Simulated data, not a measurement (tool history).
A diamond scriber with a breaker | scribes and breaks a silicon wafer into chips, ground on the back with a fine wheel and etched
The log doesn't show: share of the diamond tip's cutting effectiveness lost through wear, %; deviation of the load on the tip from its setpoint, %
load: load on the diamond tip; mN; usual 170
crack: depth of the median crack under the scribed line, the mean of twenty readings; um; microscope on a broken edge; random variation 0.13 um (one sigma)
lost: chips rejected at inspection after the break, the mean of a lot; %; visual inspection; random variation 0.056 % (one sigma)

run,day,load,wafers since the last listed run,hours since the diamond tip was replaced,hours since the load on the tip was calibrated,"incoming depth of the damage left on the back of the incoming wafer, um",crack,lost
1,0.000,151,0,387.1,571.9,0.33,6.95,2.07
2,4.208,151,227,488.1,672.9,0.42,6.95,2.40
3,8.021,203,206,579.6,764.4,0.34,8.44,1.79
4,11.021,199,162,651.6,836.4,0.64,8.33,1.58
5,15.217,170,227,752.3,937.1,0.74,7.41,1.34
# day 15.475: diamond tip replaced by a new one
6,17.312,195,109,44.1,987.4,0.69,7.86,1.23
7,20.212,170,157,113.7,1057.0,0.32,7.12,1.46
8,23.579,170,182,194.5,1137.8,0.44,6.98,1.69
9,25.642,170,111,244.0,1187.3,0.45,7.06,1.87
10,28.462,205,152,311.7,1255.0,0.77,8.29,1.21
11,30.483,205,109,360.2,1303.5,0.34,8.01,1.13
12,33.154,210,144,424.3,1367.6,0.50,7.91,1.21
13,40.483,210,397,600.2,1543.5,0.35,7.71,1.03
# day 42.179: load on the tip recalibrated
14,42.883,205,125,657.8,16.9,0.76,8.62,3.05
15,45.329,207,132,716.5,75.6,0.69,8.63,3.27
# day 47.142: diamond tip replaced by a new one
16,48.304,189,156,27.9,147.0,0.77,8.55,1.57
17,52.371,148,220,125.5,244.6,0.42,7.00,2.00
18,56.308,170,213,220.0,339.1,0.55,7.68,1.02
19,59.625,143,179,299.6,418.7,0.39,6.90,2.74
20,63.375,153,203,389.6,508.7,0.65,7.04,1.85
21,65.517,120,116,441.0,560.1,0.50,5.93,7.50
22,68.342,125,153,508.8,627.9,0.57,5.95,6.54
23,70.221,170,101,553.9,673.0,0.79,7.61,1.08
24,73.708,119,188,637.6,756.7,0.32,5.82,8.80
25,75.833,128,115,688.6,807.7,0.31,6.13,5.68
26,77.762,155,104,734.9,854.0,0.60,6.92,2.15
# day 82.917: diamond tip replaced by a new one
27,87.050,219,498,99.2,1076.9,0.65,8.39,2.34

Forecast each of these 5 alternatives for the next run:
A,87.075,135,1,99.8,1077.5,0.59,?,?
B,87.075,184,1,99.8,1077.5,0.59,?,?
C,87.075,185,1,99.8,1077.5,0.59,?,?
D,87.075,136,1,99.8,1077.5,0.59,?,?
E,87.075,131,1,99.8,1077.5,0.59,?,?

run,crack,lost
A,6.32,5.79
B,7.77,0.98
C,7.79,0.97
D,6.35,5.58
E,6.19,6.72
Without the tool's hidden state the same runs would have given:
run,crack,lost
A,6.69,3.58
B,8.22,1.28
C,8.25,1.32
D,6.72,3.41
E,6.56,4.29
